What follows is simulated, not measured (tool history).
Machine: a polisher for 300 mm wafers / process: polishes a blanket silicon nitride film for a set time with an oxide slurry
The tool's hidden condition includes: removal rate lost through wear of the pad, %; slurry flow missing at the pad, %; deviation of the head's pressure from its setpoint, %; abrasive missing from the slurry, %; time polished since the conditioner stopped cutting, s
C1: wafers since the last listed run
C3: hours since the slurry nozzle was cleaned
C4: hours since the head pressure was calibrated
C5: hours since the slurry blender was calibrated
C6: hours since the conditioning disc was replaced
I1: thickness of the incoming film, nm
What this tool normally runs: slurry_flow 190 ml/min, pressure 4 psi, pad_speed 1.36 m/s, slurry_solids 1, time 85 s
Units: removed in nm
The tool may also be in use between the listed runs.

Run 1, hour 0: usual settings; C1 0; wafers polished on this pad 800; C3 158.3; C4 113; C5 241.7; C6 309; I1 552.1. Result: removed 68.2 nm.
Run 2, hour 52: usual settings; C1 511; wafers polished on this pad 1311; C3 210.3; C4 165; C5 293.7; C6 361; I1 553.2. Result: removed 67.8 nm.
Run 3, hour 91: usual settings; C1 383; wafers polished on this pad 1694; C3 249.3; C4 204; C5 332.7; C6 400; I1 551.3. Result: removed 68.8 nm.
Run 4, hour 146.6: usual settings; C1 546; wafers polished on this pad 2241; C3 304.9; C4 259.6; C5 388.3; C6 455.6; I1 558.2. Result: removed 67.4 nm.
Run 5, hour 224.2: usual settings; C1 762; wafers polished on this pad 3004; C3 382.5; C4 337.2; C5 465.9; C6 533.2; I1 544.4. Result: removed 68 nm.
At hour 227.8: slurry blender recalibrated.
At hour 243: conditioning disc replaced and pad reconditioned.
Run 6, hour 267.3: usual settings but slurry_solids 1.1; C1 384; wafers polished on this pad 3388; C3 425.6; C4 380.3; C5 39.5; C6 24.3; I1 545.1. Result: removed 70 nm.
At hour 350.7: slurry nozzle cleaned.
Run 7, hour 371.8: usual settings; C1 1017; wafers polished on this pad 4405; C3 21.1; C4 484.8; C5 144; C6 128.8; I1 543.8. Result: removed 68.5 nm.
At hour 451: worn pad replaced by a new one.
Run 8, hour 694.9: usual settings; C1 3135; wafers polished on this pad 2396; C3 344.2; C4 807.9; C5 467.1; C6 451.9; I1 540.2. Result: removed 68.3 nm.
At hour 747.5: conditioning disc replaced and pad reconditioned.
At hour 763: head pressure recalibrated.
Run 9, hour 779.2: usual settings but pressure 3.7 psi; C1 789; wafers polished on this pad 3185; C3 428.5; C4 16.2; C5 551.4; C6 31.7; I1 547.4. Result: removed 64.4 nm.
At hour 822: slurry blender recalibrated.
Run 10, hour 836.8: usual settings but pressure 3.7 psi; C1 546; wafers polished on this pad 3732; C3 486.1; C4 73.8; C5 14.8; C6 89.3; I1 552.7. Result: removed 64.5 nm.
Run 11, hour 877.9: usual settings but pressure 3.1 psi, pad_speed 1.52 m/s, time 106 s; C1 403; wafers polished on this pad 4136; C3 527.2; C4 114.9; C5 55.9; C6 130.4; I1 543.4. Result: removed 76 nm.
At hour 921: worn pad replaced by a new one.
Run 12, hour 941: usual settings but pressure 5.1 psi; C1 580; wafers polished on this pad 196; C3 590.3; C4 178; C5 119; C6 193.5; I1 551.3. Result: removed 81 nm.
At hour 970.1: slurry nozzle cleaned.
Run 13, hour 1005.8: usual settings; C1 626; wafers polished on this pad 823; C3 35.7; C4 242.8; C5 183.8; C6 258.3; I1 551.6. Result: removed 67.8 nm.
Run 14, hour 1094.8: usual settings; C1 874; wafers polished on this pad 1698; C3 124.7; C4 331.8; C5 272.8; C6 347.3; I1 551.3. Result: removed 68.6 nm.
Run 15, hour 1172.9: usual settings but pressure 3.4 psi, pad_speed 1.76 m/s, time 77 s; C1 767; wafers polished on this pad 2466; C3 202.8; C4 409.9; C5 350.9; C6 425.4; I1 551.3. Result: removed 64.5 nm.
At hour 1223.4: conditioning disc replaced and pad reconditioned.
Run 16, hour 1257.9: usual settings but pressure 3.7 psi; C1 815; wafers polished on this pad 3281; C3 287.8; C4 494.9; C5 435.9; C6 34.5; I1 546.5. Result: removed 63.9 nm.
Run 17, hour 1358.1: usual settings; C1 984; wafers polished on this pad 4266; C3 388; C4 595.1; C5 536.1; C6 134.7; I1 550.8. Result: removed 68.7 nm.
Run 18, hour 1431.8: usual settings but pressure 2.7 psi, pad_speed 1.52 m/s, slurry_solids 1.1; C1 724; wafers polished on this pad 4990; C3 461.7; C4 668.8; C5 609.8; C6 208.4; I1 542.4. Result: removed 58 nm.
At hour 1453: slurry blender recalibrated.
At hour 1512.8: worn pad replaced by a new one.
Run 19, hour 1532.3: usual settings but slurry_flow 250 ml/min, pressure 4.6 psi, pad_speed 1.68 m/s, time 97 s; C1 928; wafers polished on this pad 191; C3 562.2; C4 769.3; C5 79.3; C6 308.9; I1 551.5. Result: removed 101.7 nm.
At hour 1577.7: slurry nozzle cleaned.
Run 20, hour 1596.1: usual settings but pressure 4.9 psi, pad_speed 0.98 m/s, slurry_solids 1.1; C1 617; wafers polished on this pad 808; C3 18.4; C4 833.1; C5 143.1; C6 372.7; I1 554.7. Result: removed 67.1 nm.
Run 21, hour 1694.2: usual settings but pressure 4.9 psi, slurry_solids 0.9; C1 964; wafers polished on this pad 1772; C3 116.5; C4 931.2; C5 241.2; C6 470.8; I1 552.6. Result: removed 75.3 nm.
Run 22, hour 1760.3: usual settings but slurry_flow 130 ml/min; C1 649; wafers polished on this pad 2422; C3 182.6; C4 997.3; C5 307.3; C6 536.9; I1 548.8. Result: removed 64.3 nm.
At hour 1776.8: head pressure recalibrated.
At hour 1827.4: conditioning disc replaced and pad reconditioned.
Run 23, hour 1854: usual settings but slurry_flow 140 ml/min; C1 881; wafers polished on this pad 3303; C3 276.3; C4 77.2; C5 401; C6 26.6; I1 550.7. Result: removed 64.5 nm.
Run 24, hour 1931.8: usual settings but time 110 s; C1 764; wafers polished on this pad 4068; C3 354.1; C4 155; C5 478.8; C6 104.4; I1 554.9. Result: removed 87 nm.
At hour 1969: slurry blender recalibrated.
Run 25, hour 1987.9: usual settings but time 108 s; C1 531; wafers polished on this pad 4599; C3 410.2; C4 211.1; C5 18.9; C6 160.5; I1 553.3. Result: removed 86 nm.

Run 26, settings as shown, results not yet in. Your forecast:
At hour 2065.2: slurry nozzle cleaned.
At hour 2087.5: worn pad replaced by a new one.
Run 26, hour 2090.2: usual settings; C1 956; wafers polished on this pad 26; C3 25; C4 313.4; C5 121.2; C6 262.8; I1 545.8. Result: removed ?.

Run 26 yielded removed 67.8 nm.
If the tool had no hidden condition, the same run with the same run-to-run variation would have returned removed 67.8 nm.

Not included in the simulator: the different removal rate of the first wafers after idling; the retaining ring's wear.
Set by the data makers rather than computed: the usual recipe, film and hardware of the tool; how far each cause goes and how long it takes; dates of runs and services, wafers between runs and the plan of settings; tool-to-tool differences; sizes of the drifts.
